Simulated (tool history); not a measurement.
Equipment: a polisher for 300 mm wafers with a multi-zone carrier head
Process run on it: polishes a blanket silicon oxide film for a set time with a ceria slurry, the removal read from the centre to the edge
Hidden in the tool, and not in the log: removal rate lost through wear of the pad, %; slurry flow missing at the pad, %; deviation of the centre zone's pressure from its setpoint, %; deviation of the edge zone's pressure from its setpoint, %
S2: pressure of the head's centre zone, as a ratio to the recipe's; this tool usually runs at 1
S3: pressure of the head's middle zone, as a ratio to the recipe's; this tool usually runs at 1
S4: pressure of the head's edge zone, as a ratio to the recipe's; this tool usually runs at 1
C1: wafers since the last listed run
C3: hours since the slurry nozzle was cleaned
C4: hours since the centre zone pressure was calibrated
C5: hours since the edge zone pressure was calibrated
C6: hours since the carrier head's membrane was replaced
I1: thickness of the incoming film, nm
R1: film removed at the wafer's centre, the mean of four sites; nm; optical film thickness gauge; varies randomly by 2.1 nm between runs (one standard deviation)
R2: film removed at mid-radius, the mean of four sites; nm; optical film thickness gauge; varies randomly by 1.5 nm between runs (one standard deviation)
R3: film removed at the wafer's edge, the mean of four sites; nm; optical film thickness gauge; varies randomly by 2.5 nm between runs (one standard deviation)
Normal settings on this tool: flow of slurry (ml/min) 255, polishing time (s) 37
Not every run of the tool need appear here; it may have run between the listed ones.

{"run": 1, "day": 0.0, "flow of slurry (ml/min)": 255, "S2": 1, "S3": 1, "S4": 1, "polishing time (s)": 37, "C1": 0, "wafers polished on this pad": 716, "C3": 251.5, "C4": 1005.3, "C5": 88.1, "C6": 306.4, "I1": 1245, "R1": 202.7, "R2": 203.6, "R3": 205.5}
{"day": 0.175, "done": "centre zone pressure recalibrated"}
{"run": 2, "day": 0.892, "flow of slurry (ml/min)": 255, "S2": 1.07, "S3": 1, "S4": 1, "polishing time (s)": 37, "C1": 150, "wafers polished on this pad": 867, "C3": 272.9, "C4": 17.2, "C5": 109.5, "C6": 327.8, "I1": 1244.3, "R1": 212.4, "R2": 199.6, "R3": 201.2}
{"run": 3, "day": 1.896, "flow of slurry (ml/min)": 255, "S2": 1, "S3": 1, "S4": 1, "polishing time (s)": 37, "C1": 187, "wafers polished on this pad": 1054, "C3": 297, "C4": 41.3, "C5": 133.6, "C6": 351.9, "I1": 1235.2, "R1": 199.8, "R2": 204.4, "R3": 201}
{"run": 4, "day": 2.838, "flow of slurry (ml/min)": 255, "S2": 1, "S3": 1, "S4": 1, "polishing time (s)": 37, "C1": 175, "wafers polished on this pad": 1230, "C3": 319.6, "C4": 63.9, "C5": 156.2, "C6": 374.5, "I1": 1232.2, "R1": 201.9, "R2": 202.5, "R3": 201.6}
{"run": 5, "day": 4.096, "flow of slurry (ml/min)": 255, "S2": 1, "S3": 1, "S4": 1, "polishing time (s)": 37, "C1": 234, "wafers polished on this pad": 1464, "C3": 349.8, "C4": 94.1, "C5": 186.4, "C6": 404.7, "I1": 1219.6, "R1": 199.1, "R2": 200, "R3": 201.9}
{"day": 4.738, "done": "worn pad replaced by a new one"}
{"run": 6, "day": 5.488, "flow of slurry (ml/min)": 255, "S2": 1.08, "S3": 1, "S4": 0.95, "polishing time (s)": 37, "C1": 228, "wafers polished on this pad": 139, "C3": 383.2, "C4": 127.5, "C5": 219.8, "C6": 438.1, "I1": 1247.7, "R1": 219, "R2": 202.5, "R3": 201.9}
{"run": 7, "day": 6.95, "flow of slurry (ml/min)": 255, "S2": 1, "S3": 1, "S4": 1, "polishing time (s)": 37, "C1": 272, "wafers polished on this pad": 412, "C3": 418.3, "C4": 162.6, "C5": 254.9, "C6": 473.2, "I1": 1232.2, "R1": 199.4, "R2": 203.8, "R3": 203}
{"run": 8, "day": 8.133, "flow of slurry (ml/min)": 255, "S2": 1, "S3": 1.04, "S4": 1.11, "polishing time (s)": 37, "C1": 220, "wafers polished on this pad": 633, "C3": 446.7, "C4": 191, "C5": 283.3, "C6": 501.6, "I1": 1238.4, "R1": 201.8, "R2": 212.1, "R3": 213.4}
{"day": 9.062, "done": "carrier head's membrane replaced by a new one"}
{"run": 9, "day": 9.208, "flow of slurry (ml/min)": 255, "S2": 1.1, "S3": 1, "S4": 1.12, "polishing time (s)": 37, "C1": 161, "wafers polished on this pad": 794, "C3": 472.5, "C4": 216.8, "C5": 309.1, "C6": 3.5, "I1": 1232.8, "R1": 216.2, "R2": 202.8, "R3": 215.1}
{"run": 10, "day": 9.742, "flow of slurry (ml/min)": 255, "S2": 1, "S3": 1.04, "S4": 1, "polishing time (s)": 37, "C1": 99, "wafers polished on this pad": 893, "C3": 485.3, "C4": 229.6, "C5": 321.9, "C6": 16.3, "I1": 1234.3, "R1": 200.9, "R2": 209.1, "R3": 206.5}
{"run": 11, "day": 10.812, "flow of slurry (ml/min)": 255, "S2": 1, "S3": 1, "S4": 1, "polishing time (s)": 37, "C1": 199, "wafers polished on this pad": 1093, "C3": 511, "C4": 255.3, "C5": 347.6, "C6": 42, "I1": 1267, "R1": 201, "R2": 203.3, "R3": 205.7}
{"day": 11.962, "done": "slurry nozzle cleaned"}
{"day": 13.35, "done": "worn pad replaced by a new one"}
{"run": 12, "day": 13.725, "flow of slurry (ml/min)": 255, "S2": 1, "S3": 1, "S4": 1, "polishing time (s)": 37, "C1": 504, "wafers polished on this pad": 69, "C3": 42.3, "C4": 325.2, "C5": 417.5, "C6": 111.9, "I1": 1263.8, "R1": 200.4, "R2": 203.2, "R3": 200.6}
{"run": 13, "day": 14.871, "flow of slurry (ml/min)": 255, "S2": 1, "S3": 1.08, "S4": 1, "polishing time (s)": 47, "C1": 213, "wafers polished on this pad": 283, "C3": 69.8, "C4": 352.7, "C5": 445, "C6": 139.4, "I1": 1249.3, "R1": 254.1, "R2": 277.8, "R3": 260.7}
{"run": 14, "day": 15.692, "flow of slurry (ml/min)": 255, "S2": 1, "S3": 0.94, "S4": 1, "polishing time (s)": 37, "C1": 152, "wafers polished on this pad": 436, "C3": 89.5, "C4": 372.4, "C5": 464.7, "C6": 159.1, "I1": 1264.2, "R1": 200.2, "R2": 191.3, "R3": 200.4}
{"run": 15, "day": 17.292, "flow of slurry (ml/min)": 205, "S2": 1, "S3": 1, "S4": 1, "polishing time (s)": 37, "C1": 298, "wafers polished on this pad": 734, "C3": 127.9, "C4": 410.8, "C5": 503.1, "C6": 197.5, "I1": 1248.6, "R1": 194.6, "R2": 200.7, "R3": 199.2}
{"run": 16, "day": 18.188, "flow of slurry (ml/min)": 255, "S2": 1, "S3": 1, "S4": 1, "polishing time (s)": 41, "C1": 166, "wafers polished on this pad": 901, "C3": 149.4, "C4": 432.3, "C5": 524.6, "C6": 219, "I1": 1238.9, "R1": 220.6, "R2": 226.6, "R3": 226.1}
{"run": 17, "day": 19.488, "flow of slurry (ml/min)": 255, "S2": 1, "S3": 1, "S4": 1, "polishing time (s)": 37, "C1": 242, "wafers polished on this pad": 1143, "C3": 180.6, "C4": 463.5, "C5": 555.8, "C6": 250.2, "I1": 1226.6, "R1": 198.4, "R2": 202.1, "R3": 200.6}
{"run": 18, "day": 20.871, "flow of slurry (ml/min)": 330, "S2": 1.05, "S3": 1, "S4": 0.91, "polishing time (s)": 37, "C1": 257, "wafers polished on this pad": 1401, "C3": 213.8, "C4": 496.7, "C5": 589, "C6": 283.4, "I1": 1234.9, "R1": 214.3, "R2": 204.6, "R3": 196.4}
{"day": 21.471, "done": "worn pad replaced by a new one"}
{"run": 19, "day": 21.7, "flow of slurry (ml/min)": 255, "S2": 0.92, "S3": 1.09, "S4": 1.04, "polishing time (s)": 41, "C1": 123, "wafers polished on this pad": 42, "C3": 233.7, "C4": 516.6, "C5": 608.9, "C6": 303.3, "I1": 1231, "R1": 209.1, "R2": 243.7, "R3": 227.6}
{"run": 20, "day": 22.708, "flow of slurry (ml/min)": 255, "S2": 1, "S3": 0.97, "S4": 0.91, "polishing time (s)": 24, "C1": 187, "wafers polished on this pad": 230, "C3": 257.9, "C4": 540.8, "C5": 633.1, "C6": 327.5, "I1": 1227.6, "R1": 131.7, "R2": 128.1, "R3": 125.4}
{"run": 21, "day": 23.262, "flow of slurry (ml/min)": 255, "S2": 1.05, "S3": 0.95, "S4": 1.05, "polishing time (s)": 37, "C1": 103, "wafers polished on this pad": 334, "C3": 271.2, "C4": 554.1, "C5": 646.4, "C6": 340.8, "I1": 1238.8, "R1": 207.3, "R2": 196.9, "R3": 214.5}
{"run": 22, "day": 24.012, "flow of slurry (ml/min)": 255, "S2": 1, "S3": 1, "S4": 1.03, "polishing time (s)": 37, "C1": 139, "wafers polished on this pad": 473, "C3": 289.2, "C4": 572.1, "C5": 664.4, "C6": 358.8, "I1": 1256.8, "R1": 195.1, "R2": 204.6, "R3": 206.2}
{"run": 23, "day": 25.083, "flow of slurry (ml/min)": 255, "S2": 0.89, "S3": 1, "S4": 1, "polishing time (s)": 37, "C1": 199, "wafers polished on this pad": 673, "C3": 314.9, "C4": 597.8, "C5": 690.1, "C6": 384.5, "I1": 1231.5, "R1": 178.9, "R2": 202.2, "R3": 204}

Forecast each of these 3 alternatives for the next run:
{"run": "A", "day": 25.1, "flow of slurry (ml/min)": 255, "S2": 0.95, "S3": 1, "S4": 1, "polishing time (s)": 37, "C1": 3, "wafers polished on this pad": 676, "C3": 315.3, "C4": 598.2, "C5": 690.5, "C6": 384.9, "I1": 1233.9, "R1": "?", "R2": "?", "R3": "?"}
{"run": "B", "day": 25.1, "flow of slurry (ml/min)": 255, "S2": 0.93, "S3": 1.05, "S4": 1, "polishing time (s)": 37, "C1": 3, "wafers polished on this pad": 676, "C3": 315.3, "C4": 598.2, "C5": 690.5, "C6": 384.9, "I1": 1233.9, "R1": "?", "R2": "?", "R3": "?"}
{"run": "C", "day": 25.1, "flow of slurry (ml/min)": 255, "S2": 1, "S3": 1, "S4": 1, "polishing time (s)": 31, "C1": 3, "wafers polished on this pad": 676, "C3": 315.3, "C4": 598.2, "C5": 690.5, "C6": 384.9, "I1": 1233.9, "R1": "?", "R2": "?", "R3": "?"}

run=A R1=190 R2=204.7 R3=200.9
run=B R1=186.5 R2=213.4 R3=200.8
run=C R1=166.7 R2=171.5 R3=168.3
With the hidden condition removed and each run's random variation left untouched, the same runs would have given:
run=A R1=190 R2=204.7 R3=200.9
run=B R1=186.5 R2=213.4 R3=200.8
run=C R1=166.7 R2=171.5 R3=168.3
